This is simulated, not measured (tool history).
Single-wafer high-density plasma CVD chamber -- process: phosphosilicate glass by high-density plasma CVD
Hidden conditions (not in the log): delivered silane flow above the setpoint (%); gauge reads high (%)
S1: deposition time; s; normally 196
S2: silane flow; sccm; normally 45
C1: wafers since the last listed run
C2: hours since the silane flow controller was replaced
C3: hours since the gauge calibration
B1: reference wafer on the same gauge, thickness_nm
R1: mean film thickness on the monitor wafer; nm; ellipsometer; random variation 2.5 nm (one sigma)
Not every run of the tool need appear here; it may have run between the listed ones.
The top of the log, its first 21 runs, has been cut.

run     day   S1  S2   C1      C2     C3       B1        R1
     23.842  -- gauge calibrated
 22  24.317  196  45  240  3691.8   11.4  789.236   791.805
 23   25.15  196  51  138  3711.8   31.4   787.34   892.669
 24  26.229  196  45  179  3737.7   57.3  787.363   795.506
 25  27.167  196  45  156  3760.2   79.8   787.94   795.189
 26  27.742  223  45   95    3774   93.6  787.791   906.426
 27  29.221  196  45  246  3809.5  129.1  788.362   794.667
     30.338  -- silane flow controller replaced
 28  30.358  214  53  133     0.5  156.4  790.036  1021.297
 29  31.225  196  48  144    21.3  177.2  788.503   849.562
 30  31.904  196  45  113    37.6  193.5  788.435   792.256
 31  33.371  158  40  244    72.8  228.7  789.677   570.138
 32  34.846  196  45  245   108.2  264.1  789.691   798.301
 33  35.725  185  51  146   129.3  285.2  790.022   848.797
 34  36.388  196  45  110   145.2  301.1   790.51   790.171
 35   37.65  196  45  210   175.5  331.4  791.419   793.573
 36  38.329  196  45  113   191.8  347.7  791.392       799
 37  38.833  162  49   84   203.9  359.8  791.748   713.675
 38  40.029  223  38  199   232.6  388.5   791.51   767.351
 39  41.112  223  45  180   258.6  414.5  793.613   908.646
 40  42.488  168  41  229   291.6  447.5  794.288   622.996
 41  43.017  225  52   88   304.3  460.2  794.273  1060.859
 42  44.054  163  42  172   329.2  485.1  796.118   621.166
 43  45.262  165  45  201   358.2  514.1  797.514    675.67
 44  46.062  218  39  133   377.4  533.3  796.277   771.754
 45  46.575  218  54   85   389.7  545.6  798.229  1077.667
 46  47.454  196  45  146   410.8  566.7  798.748    802.46

4 options for the next run, each taken on its own from the tool as it stands now. Forecast them:
  A  47.475  224  45   3  411.3  567.2   ?   ?
  B  47.475  230  45   3  411.3  567.2   ?   ?
  C  47.475  158  38   3  411.3  567.2   ?   ?
  D  47.475  162  41   3  411.3  567.2   ?   ?

run       B1       R1
  A  798.783  916.067
  B  798.783  940.605
  C  798.783  545.642
  D  798.783  603.623
Had the tool no hidden state, the same runs would have come out as:
run       R1
  A  904.164
  B  928.382
  C  538.552
  D  595.779
